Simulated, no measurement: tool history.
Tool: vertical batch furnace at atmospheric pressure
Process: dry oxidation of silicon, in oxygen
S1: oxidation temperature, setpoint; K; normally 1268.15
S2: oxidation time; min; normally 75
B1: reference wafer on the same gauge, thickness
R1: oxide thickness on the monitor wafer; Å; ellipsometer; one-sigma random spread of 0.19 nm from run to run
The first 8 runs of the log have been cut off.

run	hour	S1	S2	B1	R1
9	525.7	1268.15	75	103.36	886.8
10	573.7	1268.15	75	103.34	882.5
11	674.4	1268.15	75	103.4	882.4
12	734.5	1268.15	75	103.35	885.7
13	818.6	1268.15	75	103.35	882.2
14	889.3	1268.15	75	103.53	882.1
15	951.2	1268.15	92	103.34	968.1
16	1020.8	1268.15	75	103.36	880.5
17	1098.4	1268.15	75	103.5	873.8
18	1134.9	1268.15	75	103.43	876.9
19	1181.2	1256.15	44.5	103.35	667.2
20	1252.6	1268.15	55	103.3	761.3
21	1300	1268.15	106.5	103.43	1028.4
# hour 1351.9: thermocouples replaced and temperature profile calibrated
# hour 1383.8: boat lift adjusted
22	1384.3	1268.15	100.5	103.4	1022.1
23	1465	1254.15	103.5	103.4	966.3

The next listed run, before its measurement:
24	1506.9	1261.15	75	?	?

{"run 24": {"B1": 103.33, "R1": 859.1}}
If the tool had no hidden condition, the same run with the same run-to-run variation would have returned R1 860 Å.

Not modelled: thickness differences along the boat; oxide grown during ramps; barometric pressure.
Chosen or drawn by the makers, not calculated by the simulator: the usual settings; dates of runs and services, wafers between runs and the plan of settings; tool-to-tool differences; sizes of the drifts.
